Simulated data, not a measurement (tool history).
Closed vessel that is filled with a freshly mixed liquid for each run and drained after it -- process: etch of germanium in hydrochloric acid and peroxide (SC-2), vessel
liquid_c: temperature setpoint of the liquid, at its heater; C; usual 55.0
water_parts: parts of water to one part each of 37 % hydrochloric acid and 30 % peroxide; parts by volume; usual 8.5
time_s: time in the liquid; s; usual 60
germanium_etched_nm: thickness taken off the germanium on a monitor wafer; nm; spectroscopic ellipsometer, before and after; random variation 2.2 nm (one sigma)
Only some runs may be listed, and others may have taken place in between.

| run | hour | liquid_c | water_parts | time_s | wafers since the last listed run | hours since the thermometer was replaced | hours since the chemicals flow meter was replaced | hours since the drum of peroxide was connected | hours since the gauge calibration | read-back film thickness of the germanium reference wafer, read on the same gauge (nm) | germanium_etched_nm |
|---|---|---|---|---|---|---|---|---|---|---|---|
| 1 | 0.0 | 50.5 | 8.5 | 60 | 0 | 326.6 | 672.6 | 592.5 | 1967.4 | 109.98 | 198.10 |
| 2 | 53.2 | 55.0 | 8.5 | 80 | 3874 | 379.8 | 725.8 | 645.7 | 2020.6 | 110.02 | 296.61 |
| 3 | 167.1 | 55.0 | 8.5 | 80 | 8294 | 493.7 | 839.7 | 759.6 | 2134.5 | 110.00 | 302.58 |
|  | 181.5 | new drum of peroxide connected |
| 4 | 192.2 | 55.0 | 8.5 | 60 | 1755 | 518.8 | 864.8 | 10.7 | 2159.6 | 110.00 | 220.98 |
|  | 203.1 | thermometer replaced |
| 5 | 247.0 | 55.0 | 8.5 | 60 | 3917 | 43.9 | 919.6 | 65.5 | 2214.4 | 110.01 | 232.64 |
|  | 267.7 | gauge calibrated |
| 6 | 293.3 | 50.0 | 8.5 | 60 | 3371 | 90.2 | 965.9 | 111.8 | 25.6 | 109.93 | 199.80 |
| 7 | 347.3 | 50.0 | 8.5 | 60 | 3932 | 144.2 | 1019.9 | 165.8 | 79.6 | 110.01 | 198.47 |
| 8 | 398.9 | 50.0 | 8.5 | 60 | 3757 | 195.8 | 1071.5 | 217.4 | 131.2 | 110.03 | 196.91 |
| 9 | 437.1 | 64.0 | 6.5 | 30 | 2781 | 234.0 | 1109.7 | 255.6 | 169.4 | 109.99 | 151.60 |
| 10 | 488.3 | 55.0 | 9.5 | 40 | 3728 | 285.2 | 1160.9 | 306.8 | 220.6 | 110.00 | 151.02 |
|  | 507.1 | chemicals flow meter replaced |
| 11 | 554.1 | 55.0 | 8.5 | 60 | 4718 | 351.0 | 47.0 | 372.6 | 286.4 | 109.98 | 227.55 |
| 12 | 598.0 | 47.0 | 6.5 | 60 | 3196 | 394.9 | 90.9 | 416.5 | 330.3 | 110.02 | 178.93 |
| 13 | 652.3 | 55.0 | 7.5 | 60 | 3954 | 449.2 | 145.2 | 470.8 | 384.6 | 109.98 | 224.78 |
| 14 | 695.1 | 55.0 | 9.5 | 40 | 3116 | 492.0 | 188.0 | 513.6 | 427.4 | 110.01 | 145.14 |
| 15 | 749.2 | 55.0 | 8.5 | 60 | 3939 | 546.1 | 242.1 | 567.7 | 481.5 | 110.03 | 221.33 |
|  | 790.7 | thermometer replaced |
| 16 | 944.3 | 61.5 | 12.5 | 85 | 14134 | 153.6 | 437.2 | 762.8 | 676.6 | 110.02 | 377.33 |
| 17 | 1006.3 | 55.0 | 8.5 | 60 | 4515 | 215.6 | 499.2 | 824.8 | 738.6 | 109.95 | 230.80 |
| 18 | 1039.4 | 63.5 | 10.0 | 90 | 2410 | 248.7 | 532.3 | 857.9 | 771.7 | 109.99 | 432.47 |
| 19 | 1096.3 | 55.0 | 8.5 | 60 | 4143 | 305.6 | 589.2 | 914.8 | 828.6 | 109.99 | 226.68 |
|  | 1104.8 | new drum of peroxide connected |
| 20 | 1161.1 | 55.0 | 8.5 | 75 | 4646 | 370.4 | 654.0 | 56.3 | 893.4 | 109.98 | 282.13 |
| 21 | 1217.9 | 49.0 | 10.0 | 50 | 4136 | 427.2 | 710.8 | 113.1 | 950.2 | 109.97 | 152.72 |
| 22 | 1250.8 | 55.0 | 6.0 | 60 | 2395 | 460.1 | 743.7 | 146.0 | 983.1 | 109.97 | 227.12 |
| 23 | 1286.1 | 55.0 | 10.5 | 30 | 2570 | 495.4 | 779.0 | 181.3 | 1018.4 | 110.01 | 108.53 |
|  | 1351.4 | thermometer replaced |
| 24 | 1351.9 | 55.0 | 8.5 | 60 | 4718 | 0.5 | 844.8 | 247.1 | 1084.2 | 110.01 | 236.11 |
| 25 | 1387.8 | 59.0 | 8.5 | 95 | 2614 | 36.4 | 880.7 | 283.0 | 1120.1 | 110.01 | 418.11 |
| 26 | 1448.9 | 55.0 | 10.0 | 70 | 4449 | 97.5 | 941.8 | 344.1 | 1181.2 | 110.00 | 260.26 |
| 27 | 1483.1 | 64.0 | 8.5 | 40 | 2490 | 131.7 | 976.0 | 378.3 | 1215.4 | 110.06 | 203.20 |
| 28 | 1537.7 | 50.0 | 7.0 | 30 | 3976 | 186.3 | 1030.6 | 432.9 | 1270.0 | 110.05 | 98.54 |
| 29 | 1562.1 | 55.0 | 8.5 | 60 | 1776 | 210.7 | 1055.0 | 457.3 | 1294.4 | 109.99 | 230.19 |

Across each entry between runs, compare the hidden state at the last listed run before it with the hidden state at the first listed run after it:
Between runs 3 and 4: new drum of peroxide connected (hour 181.5)
  liquid colder than its thermometer reads (K): 1.72 -> 1.81
  what was measured, less what the result would be without the hidden state, germanium_etched_nm: -16.45 -> -12.66 nm
Between runs 4 and 5: thermometer replaced (hour 203.1)
  liquid colder than its thermometer reads (K): 1.81 -> 0.158
  what was measured, less what the result would be without the hidden state, germanium_etched_nm: -12.66 -> -1.14 nm
Between runs 5 and 6: gauge calibrated (hour 267.7)
  liquid colder than its thermometer reads (K): 0.158 -> 0.318
  what was measured, less what the result would be without the hidden state, germanium_etched_nm: -1.14 -> -2.04 nm
Between runs 10 and 11: chemicals flow meter replaced (hour 507.1)
  liquid colder than its thermometer reads (K): 0.995 -> 1.22
  what was measured, less what the result would be without the hidden state, germanium_etched_nm: -4.64 -> -8.70 nm
Between runs 15 and 16: thermometer replaced (hour 790.7)
  liquid colder than its thermometer reads (K): 1.9 -> 0.665
  what was measured, less what the result would be without the hidden state, germanium_etched_nm: -13.34 -> -7.24 nm
Between runs 19 and 20: new drum of peroxide connected (hour 1104.8)
  liquid colder than its thermometer reads (K): 1.19 -> 1.42
  what was measured, less what the result would be without the hidden state, germanium_etched_nm: -8.44 -> -12.60 nm
Between runs 23 and 24: thermometer replaced (hour 1351.4)
  liquid colder than its thermometer reads (K): 1.85 -> 0.236
  what was measured, less what the result would be without the hidden state, germanium_etched_nm: -6.31 -> -1.74 nm
